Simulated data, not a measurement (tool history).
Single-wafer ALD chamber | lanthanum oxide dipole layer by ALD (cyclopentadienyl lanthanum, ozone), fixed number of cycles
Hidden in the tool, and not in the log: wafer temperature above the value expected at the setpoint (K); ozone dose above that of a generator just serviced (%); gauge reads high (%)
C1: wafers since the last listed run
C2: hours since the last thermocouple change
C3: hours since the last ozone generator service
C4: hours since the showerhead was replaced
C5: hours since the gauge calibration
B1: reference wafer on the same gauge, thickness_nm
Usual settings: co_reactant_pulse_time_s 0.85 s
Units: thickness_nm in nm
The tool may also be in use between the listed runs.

Run 1, hour 0.0: usual settings but co_reactant_pulse_time_s 0.66 s; C1 0; C2 814.8; C3 1267.5; C4 6864.8; C5 112.5; B1 0.507. Result: thickness_nm 0.423 nm.
Run 2, hour 60.1: usual settings but co_reactant_pulse_time_s 0.66 s; C1 1494; C2 874.9; C3 1327.6; C4 6924.9; C5 172.6; B1 0.507. Result: thickness_nm 0.423 nm.
Run 3, hour 85.8: usual settings; C1 639; C2 900.6; C3 1353.3; C4 6950.6; C5 198.3; B1 0.507. Result: thickness_nm 0.474 nm.
Run 4, hour 131.8: usual settings but co_reactant_pulse_time_s 1.04 s; C1 1143; C2 946.6; C3 1399.3; C4 6996.6; C5 244.3; B1 0.507. Result: thickness_nm 0.504 nm.
Run 5, hour 177.7: usual settings but co_reactant_pulse_time_s 1.08 s; C1 1141; C2 992.5; C3 1445.2; C4 7042.5; C5 290.2; B1 0.507. Result: thickness_nm 0.513 nm.
Run 6, hour 388.5: usual settings; C1 5241; C2 1203.3; C3 1656.0; C4 7253.3; C5 501.0; B1 0.507. Result: thickness_nm 0.473 nm.
Run 7, hour 433.2: usual settings; C1 1111; C2 1248.0; C3 1700.7; C4 7298.0; C5 545.7; B1 0.507. Result: thickness_nm 0.473 nm.
Run 8, hour 502.1: usual settings; C1 1713; C2 1316.9; C3 1769.6; C4 7366.9; C5 614.6; B1 0.508. Result: thickness_nm 0.468 nm.
At hour 541.4: thermocouple changed; heater temperature recalibrated.
Run 9, hour 551.2: usual settings; C1 1021; C2 9.8; C3 1818.7; C4 7416.0; C5 663.7; B1 0.507. Result: thickness_nm 0.472 nm.
Run 10, hour 578.4: usual settings but co_reactant_pulse_time_s 0.97 s; C1 676; C2 37.0; C3 1845.9; C4 7443.2; C5 690.9; B1 0.508. Result: thickness_nm 0.492 nm.
Run 11, hour 612.4: usual settings but co_reactant_pulse_time_s 0.52 s; C1 845; C2 71.0; C3 1879.9; C4 7477.2; C5 724.9; B1 0.507. Result: thickness_nm 0.379 nm.
At hour 659.4: showerhead replaced, of another model than before.
Run 12, hour 676.2: usual settings but co_reactant_pulse_time_s 1.13 s; C1 1387; C2 134.8; C3 1943.7; C4 16.8; C5 788.7; B1 0.507. Result: thickness_nm 0.529 nm.
Run 13, hour 725.2: usual settings but co_reactant_pulse_time_s 0.66 s; C1 1218; C2 183.8; C3 1992.7; C4 65.8; C5 837.7; B1 0.507. Result: thickness_nm 0.364 nm.
At hour 755.7: ozone generator serviced.
At hour 773.1: gauge calibrated.
Run 14, hour 773.6: usual settings but co_reactant_pulse_time_s 1.16 s; C1 1004; C2 232.2; C3 17.9; C4 114.2; C5 0.5; B1 0.507. Result: thickness_nm 0.553 nm.
Run 15, hour 895.0: usual settings but co_reactant_pulse_time_s 1.06 s; C1 3018; C2 353.6; C3 139.3; C4 235.6; C5 121.9; B1 0.507. Result: thickness_nm 0.533 nm.
Run 16, hour 926.6: usual settings but co_reactant_pulse_time_s 0.68 s; C1 785; C2 385.2; C3 170.9; C4 267.2; C5 153.5; B1 0.507. Result: thickness_nm 0.401 nm.
Run 17, hour 978.4: usual settings; C1 1288; C2 437.0; C3 222.7; C4 319.0; C5 205.3; B1 0.507. Result: thickness_nm 0.474 nm.

Forecast each of these 3 alternatives for the next run:
Run A, hour 978.8: usual settings but co_reactant_pulse_time_s 0.63 s; C1 9; C2 437.4; C3 223.1; C4 319.4; C5 205.7; B1 ?. Result: thickness_nm ?.
Run B, hour 978.8: usual settings but co_reactant_pulse_time_s 0.55 s; C1 9; C2 437.4; C3 223.1; C4 319.4; C5 205.7; B1 ?. Result: thickness_nm ?.
Run C, hour 978.8: usual settings but co_reactant_pulse_time_s 0.70 s; C1 9; C2 437.4; C3 223.1; C4 319.4; C5 205.7; B1 ?. Result: thickness_nm ?.

run     B1  thickness_nm
  A  0.507         0.370
  B  0.507         0.312
  C  0.507         0.411
Without the tool's hidden state the same runs would have given:
run  thickness_nm
  A         0.384
  B         0.325
  C         0.425
